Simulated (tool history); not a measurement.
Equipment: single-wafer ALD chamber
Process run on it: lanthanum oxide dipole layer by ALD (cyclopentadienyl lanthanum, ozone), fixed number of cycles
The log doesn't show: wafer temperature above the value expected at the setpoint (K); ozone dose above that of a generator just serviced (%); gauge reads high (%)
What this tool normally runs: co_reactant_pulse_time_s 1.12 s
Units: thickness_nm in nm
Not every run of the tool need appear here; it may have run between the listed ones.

| run | day | co_reactant_pulse_time_s | wafers since the last listed run | hours since the last thermocouple change | hours since the last ozone generator service | hours since the showerhead was replaced | hours since the gauge calibration | read-back reference wafer on the same gauge, thickness_nm | thickness_nm |
|---|---|---|---|---|---|---|---|---|---|
| 1 | 0.000 | 1.44 | 0 | 1286.6 | 1101.1 | 6280.3 | 43.0 | 0.575 | 0.512 |
| 2 | 1.379 | 1.12 | 517 | 1319.7 | 1134.2 | 6313.4 | 76.1 | 0.575 | 0.487 |
|  | 2.917 | thermocouple changed; heater temperature recalibrated |
| 3 | 3.767 | 1.12 | 771 | 20.4 | 1191.5 | 6370.7 | 133.4 | 0.575 | 0.488 |
| 4 | 5.200 | 0.93 | 538 | 54.8 | 1225.9 | 6405.1 | 167.8 | 0.575 | 0.466 |
| 5 | 7.338 | 0.93 | 802 | 106.1 | 1277.2 | 6456.4 | 219.1 | 0.575 | 0.470 |
| 6 | 8.850 | 1.42 | 567 | 142.4 | 1313.5 | 6492.7 | 255.4 | 0.576 | 0.507 |
| 7 | 10.429 | 1.42 | 592 | 180.3 | 1351.4 | 6530.6 | 293.3 | 0.575 | 0.510 |
| 8 | 12.271 | 1.37 | 691 | 224.5 | 1395.6 | 6574.8 | 337.5 | 0.576 | 0.503 |
| 9 | 13.800 | 1.37 | 574 | 261.2 | 1432.3 | 6611.5 | 374.2 | 0.575 | 0.504 |
| 10 | 16.212 | 1.35 | 905 | 319.1 | 1490.2 | 6669.4 | 432.1 | 0.575 | 0.503 |
| 11 | 17.225 | 1.36 | 380 | 343.4 | 1514.5 | 6693.7 | 456.4 | 0.575 | 0.503 |
|  | 18.150 | ozone generator serviced |
| 12 | 19.333 | 0.67 | 666 | 394.0 | 28.4 | 6744.3 | 507.0 | 0.575 | 0.439 |
|  | 20.696 | showerhead replaced |
| 13 | 21.308 | 1.12 | 616 | 441.4 | 75.8 | 14.7 | 554.4 | 0.575 | 0.492 |
| 14 | 23.279 | 0.81 | 740 | 488.7 | 123.1 | 62.0 | 601.7 | 0.575 | 0.461 |
| 15 | 25.900 | 1.39 | 984 | 551.6 | 186.0 | 124.9 | 664.6 | 0.575 | 0.511 |
| 16 | 27.729 | 0.84 | 686 | 595.5 | 229.9 | 168.8 | 708.5 | 0.575 | 0.465 |
| 17 | 31.783 | 1.24 | 1522 | 692.8 | 327.2 | 266.1 | 805.8 | 0.575 | 0.500 |
| 18 | 34.279 | 1.25 | 937 | 752.7 | 387.1 | 326.0 | 865.7 | 0.575 | 0.505 |
| 19 | 35.354 | 1.54 | 403 | 778.5 | 412.9 | 351.8 | 891.5 | 0.575 | 0.520 |
| 20 | 36.362 | 1.49 | 378 | 802.7 | 437.1 | 376.0 | 915.7 | 0.575 | 0.515 |
| 21 | 38.612 | 1.45 | 844 | 856.7 | 491.1 | 430.0 | 969.7 | 0.575 | 0.512 |
| 22 | 39.662 | 1.12 | 394 | 881.9 | 516.3 | 455.2 | 994.9 | 0.575 | 0.491 |
| 23 | 41.883 | 1.50 | 833 | 935.2 | 569.6 | 508.5 | 1048.2 | 0.575 | 0.518 |
| 24 | 44.258 | 1.12 | 891 | 992.2 | 626.6 | 565.5 | 1105.2 | 0.575 | 0.492 |
| 25 | 45.392 | 1.12 | 425 | 1019.4 | 653.8 | 592.7 | 1132.4 | 0.575 | 0.491 |
| 26 | 50.467 | 1.46 | 1905 | 1141.2 | 775.6 | 714.5 | 1254.2 | 0.575 | 0.515 |
|  | 51.029 | thermocouple changed; heater temperature recalibrated |
| 27 | 52.758 | 1.28 | 735 | 41.5 | 830.6 | 769.5 | 1309.2 | 0.575 | 0.503 |
| 28 | 55.054 | 0.72 | 862 | 96.6 | 885.7 | 824.6 | 1364.3 | 0.575 | 0.442 |
| 29 | 63.771 | 0.68 | 3273 | 305.8 | 1094.9 | 1033.8 | 1573.5 | 0.575 | 0.435 |
| 30 | 65.138 | 1.43 | 513 | 338.6 | 1127.7 | 1066.6 | 1606.3 | 0.575 | 0.512 |
| 31 | 66.592 | 0.76 | 546 | 373.5 | 1162.6 | 1101.5 | 1641.2 | 0.575 | 0.447 |
| 32 | 68.412 | 1.30 | 683 | 417.2 | 1206.3 | 1145.2 | 1684.9 | 0.575 | 0.503 |
| 33 | 70.267 | 1.12 | 696 | 461.7 | 1250.8 | 1189.7 | 1729.4 | 0.575 | 0.487 |
| 34 | 71.579 | 1.12 | 492 | 493.2 | 1282.3 | 1221.2 | 1760.9 | 0.574 | 0.487 |
| 35 | 74.054 | 1.52 | 929 | 552.6 | 1341.7 | 1280.6 | 1820.3 | 0.574 | 0.515 |

A few steps of thickness_nm between consecutive runs. Split each: what settings, incoming material and random variation would produce without the hidden state, and what is left over for the hidden state, along with gauge scatter present in only one of the two compared results (measured, and without hidden state):
Run 5 -> 6: co_reactant_pulse_time_s 0.93 -> 1.42. thickness_nm +0.037 nm: hidden state +0.003, all else +0.034.
Run 11 -> 12: co_reactant_pulse_time_s 1.36 -> 0.67, ozone generator serviced. thickness_nm -0.064 nm: hidden state +0.008, all else -0.072.
Run 29 -> 30: co_reactant_pulse_time_s 0.68 -> 1.43. thickness_nm +0.077 nm: hidden state +0.002, all else +0.075.
Run 30 -> 31: co_reactant_pulse_time_s 1.43 -> 0.76. thickness_nm -0.065 nm: hidden state -0.003, all else -0.062.
